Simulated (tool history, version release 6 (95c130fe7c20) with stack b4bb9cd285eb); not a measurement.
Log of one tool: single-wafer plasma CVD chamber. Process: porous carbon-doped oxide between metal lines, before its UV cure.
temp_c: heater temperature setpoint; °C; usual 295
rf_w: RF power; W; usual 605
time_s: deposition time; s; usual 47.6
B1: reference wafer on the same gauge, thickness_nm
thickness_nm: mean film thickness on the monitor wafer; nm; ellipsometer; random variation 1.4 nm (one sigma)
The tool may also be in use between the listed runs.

run 1 hour=0.0 | temp_c=295 rf_w=605 time_s=47.6 | B1=348.647 | thickness_nm=317.156
run 2 hour=45.3 | temp_c=295 rf_w=605 time_s=47.6 | B1=349.854 | thickness_nm=316.163
-- hour=76.7 gauge calibrated
run 3 hour=125.9 | temp_c=295 rf_w=605 time_s=47.6 | B1=353.943 | thickness_nm=319.558
run 4 hour=178.9 | temp_c=291 rf_w=655 time_s=47.6 | B1=351.798 | thickness_nm=336.251
run 5 hour=234.2 | temp_c=295 rf_w=605 time_s=47.6 | B1=350.826 | thickness_nm=317.384
run 6 hour=270.7 | temp_c=285 rf_w=605 time_s=47.6 | B1=350.020 | thickness_nm=339.089
run 7 hour=357.3 | temp_c=285 rf_w=605 time_s=47.6 | B1=349.919 | thickness_nm=337.000
-- hour=391.0 thermocouple changed; heater temperature recalibrated
run 8 hour=410.5 | temp_c=295 rf_w=545 time_s=56.1 | B1=349.455 | thickness_nm=351.713
run 9 hour=499.8 | temp_c=285 rf_w=605 time_s=47.6 | B1=348.645 | thickness_nm=334.813
run 10 hour=555.2 | temp_c=295 rf_w=545 time_s=56.1 | B1=347.592 | thickness_nm=355.295
-- hour=604.1 showerhead replaced
-- hour=621.4 gauge calibrated
-- hour=627.1 RF generator calibrated
run 11 hour=650.5 | temp_c=295 rf_w=660 time_s=50.9 | B1=353.690 | thickness_nm=355.364
run 12 hour=703.9 | temp_c=295 rf_w=605 time_s=50.7 | B1=352.169 | thickness_nm=337.054
run 13 hour=755.7 | temp_c=295 rf_w=680 time_s=55.2 | B1=350.508 | thickness_nm=384.230
run 14 hour=794.8 | temp_c=301 rf_w=525 time_s=39.3 | B1=350.054 | thickness_nm=238.641
run 15 hour=841.3 | temp_c=295 rf_w=605 time_s=47.6 | B1=349.112 | thickness_nm=314.958

5 ways to go on from here, each from the tool as it stands after run 15. What would each give?
run A hour=841.7 | temp_c=281 rf_w=605 time_s=47.6 | B1=? | thickness_nm=?
run B hour=841.7 | temp_c=295 rf_w=500 time_s=43.2 | B1=? | thickness_nm=?
run C hour=841.7 | temp_c=300 rf_w=710 time_s=47.6 | B1=? | thickness_nm=?
run D hour=841.7 | temp_c=290 rf_w=530 time_s=47.6 | B1=? | thickness_nm=?
run E hour=841.7 | temp_c=295 rf_w=605 time_s=44.1 | B1=? | thickness_nm=?

run=A B1=348.716 thickness_nm=344.458
run=B B1=348.716 thickness_nm=264.475
run=C B1=348.716 thickness_nm=328.255
run=D B1=348.716 thickness_nm=307.242
run=E B1=348.716 thickness_nm=292.465
Without the tool's hidden state the same runs would have given:
run=A thickness_nm=350.474
run=B thickness_nm=269.094
run=C thickness_nm=333.987
run=D thickness_nm=312.608
run=E thickness_nm=297.573
